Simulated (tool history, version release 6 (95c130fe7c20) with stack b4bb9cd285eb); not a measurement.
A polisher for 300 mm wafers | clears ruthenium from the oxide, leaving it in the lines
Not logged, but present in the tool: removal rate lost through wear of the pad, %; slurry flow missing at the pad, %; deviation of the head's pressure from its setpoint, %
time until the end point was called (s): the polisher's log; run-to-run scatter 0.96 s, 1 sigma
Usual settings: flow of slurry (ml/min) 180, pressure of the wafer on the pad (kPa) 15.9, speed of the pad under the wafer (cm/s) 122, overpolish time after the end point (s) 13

run	hour	flow of slurry (ml/min)	pressure of the wafer on the pad (kPa)	speed of the pad under the wafer (cm/s)	overpolish time after the end point (s)	wafers since the last listed run	wafers polished on this pad	hours since the slurry nozzle was cleaned	hours since the head pressure was calibrated	incoming thickness of the incoming film, nm	time until the end point was called (s)
1	0.0	180	15.9	122	13	0	1403	570.5	590.4	148.3	109.0
# hour 15.0: worn pad replaced by a new one
2	16.1	180	15.9	122	13	111	10	586.6	606.5	150.2	96.4
3	24.5	180	15.9	122	13	77	88	595.0	614.9	149.7	93.8
4	34.3	180	18.6	122	13	90	178	604.8	624.7	147.6	82.5
5	44.6	180	18.6	122	13	95	274	615.1	635.0	150.2	85.2
6	60.8	180	15.9	122	13	149	423	631.3	651.2	149.3	94.6
7	78.4	180	15.9	122	13	162	586	648.9	668.8	148.3	95.2
# hour 81.4: slurry nozzle cleaned
8	84.5	180	15.9	122	13	47	633	3.1	674.9	148.4	95.7
9	101.9	180	17.9	122	13	160	794	20.5	692.3	149.2	92.4
10	111.3	195	15.9	138	7	86	881	29.9	701.7	151.9	88.2
11	119.4	180	19.3	84	13	74	956	38.0	709.8	153.0	126.0
12	134.8	180	15.9	122	8	142	1099	53.4	725.2	148.6	102.5
# hour 145.4: worn pad replaced by a new one
# hour 148.4: head pressure recalibrated
13	148.9	180	12.4	122	13	74	14	67.5	0.5	151.2	113.4
14	163.7	235	11.7	88	21	136	151	82.3	15.3	150.1	147.3
15	170.1	180	15.9	92	13	59	210	88.7	21.7	149.3	122.1
16	177.5	180	15.9	122	13	68	278	96.1	29.1	148.4	94.3
17	184.5	235	18.6	148	13	64	343	103.1	36.1	149.5	67.9
18	192.8	235	18.6	148	13	76	420	111.4	44.4	152.2	68.9
19	200.0	145	17.9	136	20	66	486	118.6	51.6	150.8	83.1

What if the next run were any one of these 3? Each begins from the tool's condition after run 19:
A	200.4	180	15.9	82	13	3	490	119.0	52.0	151.2	?
B	200.4	180	15.9	162	13	3	490	119.0	52.0	151.2	?
C	200.4	215	11.0	156	20	3	490	119.0	52.0	151.2	?

run	time until the end point was called (s)
A	141.8
B	75.8
C	97.1
With no hidden state in the tool, these same runs would have given:
run	time until the end point was called (s)
A	139.3
B	74.4
C	95.4
